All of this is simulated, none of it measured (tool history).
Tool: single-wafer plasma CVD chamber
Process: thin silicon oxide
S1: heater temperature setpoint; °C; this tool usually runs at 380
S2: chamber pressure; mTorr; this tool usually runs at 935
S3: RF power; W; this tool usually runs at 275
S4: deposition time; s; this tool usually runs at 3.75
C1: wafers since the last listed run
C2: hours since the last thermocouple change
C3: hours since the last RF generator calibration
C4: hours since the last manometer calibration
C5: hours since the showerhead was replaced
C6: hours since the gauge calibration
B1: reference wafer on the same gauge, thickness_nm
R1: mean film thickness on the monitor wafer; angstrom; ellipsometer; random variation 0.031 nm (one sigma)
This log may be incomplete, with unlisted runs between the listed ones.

run,hour,S1,S2,S3,S4,C1,C2,C3,C4,C5,C6,B1,R1
1,0.0,380,935,275,4.13,0,1255.1,1208.5,1022.5,6615.4,189.4,6.541,73.26
2,14.3,380,935,275,4.13,587,1269.4,1222.8,1036.8,6629.7,203.7,6.545,73.46
3,31.1,372,1004,275,3.75,690,1286.2,1239.6,1053.6,6646.5,220.5,6.533,71.64
4,39.7,372,1004,275,3.75,353,1294.8,1248.2,1062.2,6655.1,229.1,6.547,71.69
5,52.2,372,1004,275,3.75,513,1307.3,1260.7,1074.7,6667.6,241.6,6.541,71.89
6,68.3,380,935,275,3.75,661,1323.4,1276.8,1090.8,6683.7,257.7,6.535,66.48
7,78.5,380,935,275,3.75,419,1333.6,1287.0,1101.0,6693.9,267.9,6.534,66.64
8,88.1,373,935,275,3.97,394,1343.2,1296.6,1110.6,6703.5,277.5,6.543,70.60
9,100.3,373,935,275,3.97,501,1355.4,1308.8,1122.8,6715.7,289.7,6.539,71.20
10,116.2,380,935,275,3.25,653,1371.3,1324.7,1138.7,6731.6,305.6,6.536,57.38
11,131.2,380,935,275,3.25,616,1386.3,1339.7,1153.7,6746.6,320.6,6.537,57.57
# hour 152.4: showerhead replaced
12,152.9,380,935,275,3.25,563,1408.0,1361.4,1175.4,0.5,342.3,6.540,57.80
13,163.7,380,935,275,3.75,443,1418.8,1372.2,1186.2,11.3,353.1,6.541,66.07
# hour 174.1: RF generator calibrated
14,174.6,380,935,275,3.75,119,1429.7,0.5,1197.1,22.2,364.0,6.541,66.56
# hour 195.3: thermocouple changed; heater temperature recalibrated
# hour 201.0: gauge calibrated
15,213.3,369,935,275,3.75,1261,18.0,39.2,1235.8,60.9,12.3,6.536,65.75
16,225.7,380,935,275,3.75,509,30.4,51.6,1248.2,73.3,24.7,6.541,64.95
17,232.2,374,1058,250,3.06,267,36.9,58.1,1254.7,79.8,31.2,6.539,57.07
# hour 250.2: capacitance manometer re-zeroed and calibrated
18,250.7,380,935,260,3.75,431,55.4,76.6,0.5,98.3,49.7,6.548,67.80
19,256.2,370,935,275,4.03,226,60.9,82.1,6.0,103.8,55.2,6.545,75.51
20,263.5,380,935,275,3.75,300,68.2,89.4,13.3,111.1,62.5,6.546,70.05
21,281.0,380,1126,275,3.75,719,85.7,106.9,30.8,128.6,80.0,6.531,80.90
22,296.9,380,1106,225,3.94,653,101.6,122.8,46.7,144.5,95.9,6.539,74.43
23,310.2,380,935,275,3.75,546,114.9,136.1,60.0,157.8,109.2,6.544,69.61
24,318.1,393,935,275,3.75,324,122.8,144.0,67.9,165.7,117.1,6.532,69.40

The next listed run, before its measurement:
25,326.9,380,935,275,3.75,361,131.6,152.8,76.7,174.5,125.9,?,?

B1: 6.548
R1: 69.69 angstrom
Had the tool carried no hidden state, the very same run would have given R1 69.80 angstrom.
